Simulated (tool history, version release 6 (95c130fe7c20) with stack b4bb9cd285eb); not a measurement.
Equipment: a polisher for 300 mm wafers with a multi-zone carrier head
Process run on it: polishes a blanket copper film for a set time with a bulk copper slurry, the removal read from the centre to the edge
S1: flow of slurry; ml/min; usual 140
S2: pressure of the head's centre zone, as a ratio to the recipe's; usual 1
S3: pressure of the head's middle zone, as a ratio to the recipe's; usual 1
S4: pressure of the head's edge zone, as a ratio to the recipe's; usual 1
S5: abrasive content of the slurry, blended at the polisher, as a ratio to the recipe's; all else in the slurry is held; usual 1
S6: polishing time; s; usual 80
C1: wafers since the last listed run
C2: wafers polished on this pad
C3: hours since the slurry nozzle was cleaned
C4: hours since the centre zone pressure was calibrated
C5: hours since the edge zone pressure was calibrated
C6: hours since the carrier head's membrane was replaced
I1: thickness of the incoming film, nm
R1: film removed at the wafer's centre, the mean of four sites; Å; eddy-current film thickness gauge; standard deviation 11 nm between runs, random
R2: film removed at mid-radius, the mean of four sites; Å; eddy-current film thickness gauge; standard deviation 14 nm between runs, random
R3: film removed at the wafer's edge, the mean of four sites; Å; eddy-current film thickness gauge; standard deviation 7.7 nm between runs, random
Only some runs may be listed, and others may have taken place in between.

Run 1, hour 0: usual settings but S4 1.04; C1 0; C2 3105; C3 160.3; C4 0.5; C5 896.4; C6 926.2; I1 4342.9. Result: R1 12476 Å, R2 11433 Å, R3 11535 Å.
At hour 43.8: worn pad replaced by a new one.
Run 2, hour 44.3: usual settings but S4 1.04; C1 403; C2 4; C3 204.6; C4 44.8; C5 940.7; C6 970.5; I1 4383. Result: R1 12809 Å, R2 11357 Å, R3 11717 Å.
Run 3, hour 149.5: usual settings but S4 1.04; C1 1052; C2 1057; C3 309.8; C4 150; C5 1045.9; C6 1075.7; I1 4402.2. Result: R1 12682 Å, R2 11386 Å, R3 11569 Å.
Run 4, hour 198: usual settings but S3 0.92; C1 485; C2 1542; C3 358.3; C4 198.5; C5 1094.4; C6 1124.2; I1 4407.1. Result: R1 12796 Å, R2 10614 Å, R3 11299 Å.
Run 5, hour 273.4: usual settings but S3 0.92; C1 754; C2 2296; C3 433.7; C4 273.9; C5 1169.8; C6 1199.6; I1 4369.8. Result: R1 12833 Å, R2 10601 Å, R3 11282 Å.
At hour 338: edge zone pressure recalibrated.
At hour 346.2: slurry nozzle cleaned.
Run 6, hour 353.9: usual settings but S2 0.93; C1 775; C2 3072; C3 7.7; C4 354.4; C5 15.9; C6 1280.1; I1 4407. Result: R1 12086 Å, R2 11548 Å, R3 11291 Å.
At hour 356.9: centre zone pressure recalibrated, repeated, since the last time left the tool worse.
Run 7, hour 404.7: usual settings but S2 0.93; C1 488; C2 3560; C3 58.5; C4 47.8; C5 66.7; C6 1330.9; I1 4491.9. Result: R1 10576 Å, R2 11391 Å, R3 11253 Å.
At hour 420.5: worn pad replaced by a new one.
Run 8, hour 483.5: usual settings but S2 0.93; C1 748; C2 629; C3 137.3; C4 126.6; C5 145.5; C6 1409.7; I1 4441.6. Result: R1 10614 Å, R2 11728 Å, R3 11323 Å.
Run 9, hour 532.5: usual settings but S2 0.93; C1 490; C2 1120; C3 186.3; C4 175.6; C5 194.5; C6 1458.7; I1 4351. Result: R1 10588 Å, R2 11391 Å, R3 11402 Å.
At hour 602.6: carrier head's membrane replaced by a new one.
Run 10, hour 626.9: usual settings but S4 1.04, S5 1.1; C1 894; C2 2014; C3 280.7; C4 270; C5 288.9; C6 24.3; I1 4332.3. Result: R1 11570 Å, R2 11393 Å, R3 11813 Å.
Run 11, hour 717.2: usual settings but S3 1.03, S6 57 s; C1 903; C2 2917; C3 371; C4 360.3; C5 379.2; C6 114.6; I1 4404. Result: R1 8194 Å, R2 8435 Å, R3 8072 Å.
Run 12, hour 764.7: usual settings but S2 0.93; C1 475; C2 3393; C3 418.5; C4 407.8; C5 426.7; C6 162.1; I1 4372.6. Result: R1 10960 Å, R2 11329 Å, R3 11419 Å.
At hour 794.2: worn pad replaced by a new one.
At hour 830.6: centre zone pressure recalibrated.
Run 13, hour 845.7: usual settings but S2 1.06, S3 1.05, S6 105 s; C1 750; C2 494; C3 499.5; C4 15.1; C5 507.7; C6 243.1; I1 4370.6. Result: R1 15608 Å, R2 15434 Å, R3 14701 Å.
At hour 889.7: slurry nozzle cleaned.
Run 14, hour 902.2: usual settings; C1 555; C2 1050; C3 12.5; C4 71.6; C5 564.2; C6 299.6; I1 4420.4. Result: R1 11273 Å, R2 11687 Å, R3 11397 Å.
Run 15, hour 997.8: usual settings but S3 0.92; C1 956; C2 2006; C3 108.1; C4 167.2; C5 659.8; C6 395.2; I1 4385.6. Result: R1 11364 Å, R2 10589 Å, R3 11377 Å.
Run 16, hour 1084.2: usual settings but S4 1.05, S5 1.2; C1 864; C2 2870; C3 194.5; C4 253.6; C5 746.2; C6 481.6; I1 4425.5. Result: R1 12199 Å, R2 11829 Å, R3 12107 Å.
Run 17, hour 1150.4: usual settings but S1 115 ml/min; C1 662; C2 3533; C3 260.7; C4 319.8; C5 812.4; C6 547.8; I1 4409.3. Result: R1 11037 Å, R2 10706 Å, R3 10883 Å.
At hour 1195: worn pad replaced by a new one.
Run 18, hour 1241.3: usual settings; C1 869; C2 462; C3 351.6; C4 410.7; C5 903.3; C6 638.7; I1 4447.8. Result: R1 11988 Å, R2 11365 Å, R3 11296 Å.
At hour 1254.8: centre zone pressure recalibrated.
Run 19, hour 1319.3: usual settings but S1 125 ml/min, S2 1.07, S5 1.15; C1 760; C2 1223; C3 429.6; C4 64.5; C5 981.3; C6 716.7; I1 4459.9. Result: R1 12014 Å, R2 11373 Å, R3 11448 Å.
Run 20, hour 1404.1: usual settings but S2 0.94, S4 1.08, S5 1.2, S6 88 s; C1 848; C2 2071; C3 514.4; C4 149.3; C5 1066.1; C6 801.5; I1 4426.6. Result: R1 12194 Å, R2 12617 Å, R3 13456 Å.

The logged runs with the hidden state left out (each run's random variation unchanged):
Hidden state present: removal rate lost through wear of the pad, %; slurry flow missing at the pad, %; deviation of the centre zone's pressure from its setpoint, %; deviation of the edge zone's pressure from its setpoint, %.
run     R1
  1  11272
  2  11509
  3  11249
  4  11284
  5  11214
  6  10451
  7  10550
  8  10474
  9  10379
 10  11201
 11   7839
 12  10416
 13  15615
 14  11191
 15  11136
 16  11818
 17  10598
 18  11375
 19  11899
 20  11938
R2: differs from the measured result by no more than 9 Å in any run.
For R3, the value without the hidden state matches the measurement in each run.
